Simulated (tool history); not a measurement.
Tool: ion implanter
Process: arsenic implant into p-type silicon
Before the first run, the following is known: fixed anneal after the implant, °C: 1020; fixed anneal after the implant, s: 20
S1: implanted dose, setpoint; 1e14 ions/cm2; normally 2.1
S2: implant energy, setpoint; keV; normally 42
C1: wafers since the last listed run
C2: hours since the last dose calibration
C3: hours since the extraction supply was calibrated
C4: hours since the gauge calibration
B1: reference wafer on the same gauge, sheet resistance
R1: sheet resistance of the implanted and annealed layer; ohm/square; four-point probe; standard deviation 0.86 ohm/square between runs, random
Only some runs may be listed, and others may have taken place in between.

run 1 hour=0 | S1=2.1 S2=42 | C1=0 C2=494.8 C3=1991.3 C4=1020 | B1=327.24 | R1=343.29
run 2 hour=25.2 | S1=2.1 S2=42 | C1=352 C2=520 C3=2016.5 C4=1045.2 | B1=327.14 | R1=343.11
run 3 hour=65.3 | S1=2.1 S2=42 | C1=560 C2=560.1 C3=2056.6 C4=1085.3 | B1=326.99 | R1=341.93
run 4 hour=121.8 | S1=2.37 S2=42 | C1=790 C2=616.6 C3=2113.1 C4=1141.8 | B1=327.28 | R1=314.45
run 5 hour=192.9 | S1=1.61 S2=38 | C1=994 C2=687.7 C3=2184.2 C4=1212.9 | B1=326.9 | R1=419.91
run 6 hour=226.1 | S1=1.61 S2=38 | C1=464 C2=720.9 C3=2217.4 C4=1246.1 | B1=327.09 | R1=419.42
run 7 hour=294.3 | S1=1.61 S2=38 | C1=953 C2=789.1 C3=2285.6 C4=1314.3 | B1=326.98 | R1=418.9
-- hour=453.5 Faraday cup replaced and dose calibrated
run 8 hour=483.8 | S1=2.51 S2=42 | C1=2537 C2=30.3 C3=2475.1 C4=1503.8 | B1=327.21 | R1=306.44
-- hour=514.8 extraction supply calibrated
run 9 hour=538.5 | S1=2.51 S2=42 | C1=652 C2=85 C3=23.7 C4=1558.5 | B1=327.01 | R1=306.09
run 10 hour=562.6 | S1=2.51 S2=42 | C1=336 C2=109.1 C3=47.8 C4=1582.6 | B1=327.1 | R1=305.35
-- hour=575.2 gauge calibrated
run 11 hour=630.3 | S1=2.1 S2=51.5 | C1=946 C2=176.8 C3=115.5 C4=55.1 | B1=327.02 | R1=334.69
run 12 hour=685.7 | S1=2.1 S2=51.5 | C1=774 C2=232.2 C3=170.9 C4=110.5 | B1=326.96 | R1=334.61
run 13 hour=740.8 | S1=2.1 S2=42 | C1=770 C2=287.3 C3=226 C4=165.6 | B1=327.1 | R1=344.29
run 14 hour=782.9 | S1=1.61 S2=38 | C1=588 C2=329.4 C3=268.1 C4=207.7 | B1=326.66 | R1=425.24
run 15 hour=836.2 | S1=1.91 S2=42 | C1=745 C2=382.7 C3=321.4 C4=261 | B1=326.57 | R1=367.96
run 16 hour=888.4 | S1=1.81 S2=42 | C1=729 C2=434.9 C3=373.6 C4=313.2 | B1=327.05 | R1=382.74
run 17 hour=958.1 | S1=2.1 S2=42 | C1=974 C2=504.6 C3=443.3 C4=382.9 | B1=326.83 | R1=341.66
run 18 hour=1005.9 | S1=2.67 S2=51 | C1=668 C2=552.4 C3=491.1 C4=430.7 | B1=326.99 | R1=279.93
run 19 hour=1049.6 | S1=2.1 S2=31 | C1=611 C2=596.1 C3=534.8 C4=474.4 | B1=327.05 | R1=359.31
run 20 hour=1086.4 | S1=2.1 S2=42 | C1=514 C2=632.9 C3=571.6 C4=511.2 | B1=326.74 | R1=341.27
run 21 hour=1142.7 | S1=2.1 S2=42 | C1=787 C2=689.2 C3=627.9 C4=567.5 | B1=326.62 | R1=342.31
run 22 hour=1209.7 | S1=1.86 S2=47.5 | C1=936 C2=756.2 C3=694.9 C4=634.5 | B1=327.12 | R1=367.31
run 23 hour=1238.5 | S1=2.1 S2=42 | C1=402 C2=785 C3=723.7 C4=663.3 | B1=326.85 | R1=340.47
run 24 hour=1293.6 | S1=2.6 S2=38 | C1=770 C2=840.1 C3=778.8 C4=718.4 | B1=326.79 | R1=297.3
run 25 hour=1341.2 | S1=1.63 S2=31 | C1=665 C2=887.7 C3=826.4 C4=766 | B1=327 | R1=431.31
run 26 hour=1404.4 | S1=2.7 S2=42 | C1=883 C2=950.9 C3=889.6 C4=829.2 | B1=327.14 | R1=281.95

Consider 4 possible next runs. They are alternatives, not a sequence: every one starts from the tool as it was left by run 26. What does each give?
run A hour=1404.8 | S1=2.1 S2=42 | C1=5 C2=951.3 C3=890 C4=829.6 | B1=? | R1=?
run B hour=1404.8 | S1=2.1 S2=28 | C1=5 C2=951.3 C3=890 C4=829.6 | B1=? | R1=?
run C hour=1404.8 | S1=1.5 S2=42 | C1=5 C2=951.3 C3=890 C4=829.6 | B1=? | R1=?
run D hour=1404.8 | S1=1.78 S2=30 | C1=5 C2=951.3 C3=890 C4=829.6 | B1=? | R1=?

run=A B1=326.93 R1=341.66
run=B B1=326.93 R1=363.12
run=C B1=326.93 R1=433.93
run=D B1=326.93 R1=405.79
What these runs would have given with no unlogged condition in the tool:
run=A R1=349.99
run=B R1=372.18
run=C R1=444.09
run=D R1=415.73

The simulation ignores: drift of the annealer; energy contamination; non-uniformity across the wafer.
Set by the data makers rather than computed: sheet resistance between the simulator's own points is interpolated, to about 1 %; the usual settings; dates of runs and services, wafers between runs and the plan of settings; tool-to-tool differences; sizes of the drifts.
